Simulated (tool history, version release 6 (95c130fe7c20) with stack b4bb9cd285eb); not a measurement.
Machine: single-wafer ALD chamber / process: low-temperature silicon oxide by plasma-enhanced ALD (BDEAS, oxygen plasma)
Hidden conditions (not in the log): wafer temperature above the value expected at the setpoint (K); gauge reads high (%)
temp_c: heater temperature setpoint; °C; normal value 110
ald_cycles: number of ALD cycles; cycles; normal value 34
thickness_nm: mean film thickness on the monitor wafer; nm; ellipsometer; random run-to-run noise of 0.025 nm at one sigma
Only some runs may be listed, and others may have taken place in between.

run,hour,temp_c,ald_cycles,wafers since the last listed run,hours since the last thermocouple change,hours since the gauge calibration,"read-back reference wafer on the same gauge, thickness_nm",thickness_nm
1,0,110,34,0,2267,38.1,3.928,4.734
2,8.3,110,34,91,2275.3,46.4,3.933,4.835
3,20.9,110,34,139,2287.9,59,3.935,4.748
4,38.8,110,34,197,2305.8,76.9,3.937,4.783
5,56.1,100,39,190,2323.1,94.2,3.94,5.608
6,72.5,100,39,180,2339.5,110.6,3.932,5.641
7,79.2,100,39,73,2346.2,117.3,3.941,5.589
8,87.2,102,34,88,2354.2,125.3,3.936,4.886
# hour 97.3: thermocouple changed; heater temperature recalibrated
9,100.8,98,34,61,3.5,138.9,3.935,4.946
# hour 115: gauge calibrated
10,118.4,105,28,194,21.1,3.4,3.934,3.999
11,124.7,115,40,69,27.4,9.7,3.934,5.571
12,165.6,99,34,451,68.3,50.6,3.929,4.881
13,183.4,98,34,196,86.1,68.4,3.921,4.889
14,199,96,40,172,101.7,84,3.932,5.83
15,206.7,110,34,84,109.4,91.7,3.923,4.783
# hour 240.6: gauge calibrated
16,247.2,95,30,446,149.9,6.6,3.942,4.364

Forecast each of these 5 alternatives for the next run:
A,247.7,110,34,5,150.4,7.1,?,?
B,247.7,103,29,5,150.4,7.1,?,?
C,247.7,123,39,5,150.4,7.1,?,?
D,247.7,120,34,5,150.4,7.1,?,?
E,247.7,122,39,5,150.4,7.1,?,?

run,"read-back reference wafer on the same gauge, thickness_nm",thickness_nm
A,3.929,4.798
B,3.929,4.146
C,3.929,5.371
D,3.929,4.709
E,3.929,5.381
Take away the tool's hidden state, keep each run's random variation, and the runs would have read:
run,thickness_nm
A,4.798
B,4.146
C,5.371
D,4.709
E,5.381

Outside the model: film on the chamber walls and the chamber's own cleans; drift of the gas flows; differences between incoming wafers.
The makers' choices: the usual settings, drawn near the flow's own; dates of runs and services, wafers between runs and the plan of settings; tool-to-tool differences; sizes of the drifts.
